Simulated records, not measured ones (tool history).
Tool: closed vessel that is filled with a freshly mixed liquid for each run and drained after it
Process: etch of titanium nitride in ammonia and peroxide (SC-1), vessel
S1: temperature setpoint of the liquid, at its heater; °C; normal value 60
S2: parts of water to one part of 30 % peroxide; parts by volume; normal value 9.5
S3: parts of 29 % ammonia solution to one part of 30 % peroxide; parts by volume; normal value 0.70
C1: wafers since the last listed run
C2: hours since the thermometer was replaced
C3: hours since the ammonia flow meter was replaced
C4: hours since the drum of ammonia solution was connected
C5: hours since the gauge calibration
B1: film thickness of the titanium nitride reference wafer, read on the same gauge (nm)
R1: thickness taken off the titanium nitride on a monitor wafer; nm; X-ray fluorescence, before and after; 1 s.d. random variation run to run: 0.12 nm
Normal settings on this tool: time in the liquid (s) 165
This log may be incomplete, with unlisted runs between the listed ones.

{"run": 1, "day": 0.0, "S1": 60, "S2": 9.5, "S3": 0.7, "time in the liquid (s)": 165, "C1": 0, "C2": 333.6, "C3": 828.0, "C4": 558.5, "C5": 121.6, "B1": 150.0, "R1": 17.16}
{"run": 2, "day": 2.167, "S1": 60, "S2": 9.5, "S3": 0.7, "time in the liquid (s)": 165, "C1": 4622, "C2": 385.6, "C3": 880.0, "C4": 610.5, "C5": 173.6, "B1": 150.02, "R1": 17.35}
{"run": 3, "day": 4.046, "S1": 60, "S2": 12.0, "S3": 0.45, "time in the liquid (s)": 165, "C1": 4008, "C2": 430.7, "C3": 925.1, "C4": 655.6, "C5": 218.7, "B1": 149.98, "R1": 14.21}
{"run": 4, "day": 6.775, "S1": 60, "S2": 9.5, "S3": 0.7, "time in the liquid (s)": 165, "C1": 5822, "C2": 496.2, "C3": 990.6, "C4": 721.1, "C5": 284.2, "B1": 150.01, "R1": 17.3}
{"run": 5, "day": 7.892, "S1": 60, "S2": 9.5, "S3": 0.7, "time in the liquid (s)": 165, "C1": 2382, "C2": 523.0, "C3": 1017.4, "C4": 747.9, "C5": 311.0, "B1": 150.01, "R1": 17.48}
{"run": 6, "day": 9.208, "S1": 60, "S2": 9.5, "S3": 0.7, "time in the liquid (s)": 165, "C1": 2808, "C2": 554.6, "C3": 1049.0, "C4": 779.5, "C5": 342.6, "B1": 150.01, "R1": 17.19}
{"run": 7, "day": 10.338, "S1": 60, "S2": 9.5, "S3": 0.7, "time in the liquid (s)": 165, "C1": 2408, "C2": 581.7, "C3": 1076.1, "C4": 806.6, "C5": 369.7, "B1": 149.99, "R1": 17.3}
{"day": 12.008, "done": "gauge calibrated"}
{"run": 8, "day": 12.329, "S1": 60, "S2": 9.5, "S3": 0.7, "time in the liquid (s)": 165, "C1": 4248, "C2": 629.5, "C3": 1123.9, "C4": 854.4, "C5": 7.7, "B1": 150.02, "R1": 17.41}
{"run": 9, "day": 14.05, "S1": 60, "S2": 9.5, "S3": 0.7, "time in the liquid (s)": 165, "C1": 3671, "C2": 670.8, "C3": 1165.2, "C4": 895.7, "C5": 49.0, "B1": 150.02, "R1": 17.46}
{"run": 10, "day": 16.567, "S1": 60, "S2": 9.5, "S3": 0.7, "time in the liquid (s)": 165, "C1": 5368, "C2": 731.2, "C3": 1225.6, "C4": 956.1, "C5": 109.4, "B1": 150.0, "R1": 17.42}
{"day": 17.475, "done": "ammonia flow meter replaced"}
{"run": 11, "day": 17.738, "S1": 60, "S2": 9.5, "S3": 0.7, "time in the liquid (s)": 130, "C1": 2408, "C2": 759.3, "C3": 6.3, "C4": 984.2, "C5": 137.5, "B1": 149.99, "R1": 13.78}

Run 12 is up next; what results do you expect?
{"run": 12, "day": 20.362, "S1": 60, "S2": 9.5, "S3": 0.7, "time in the liquid (s)": 165, "C1": 5599, "C2": 822.3, "C3": 69.3, "C4": 1047.2, "C5": 200.5, "B1": "?", "R1": "?"}

{"run 12": {"B1": 150.0, "R1": 17.39}}
Without the tool's hidden state the same run would have given R1 17.39 nm.
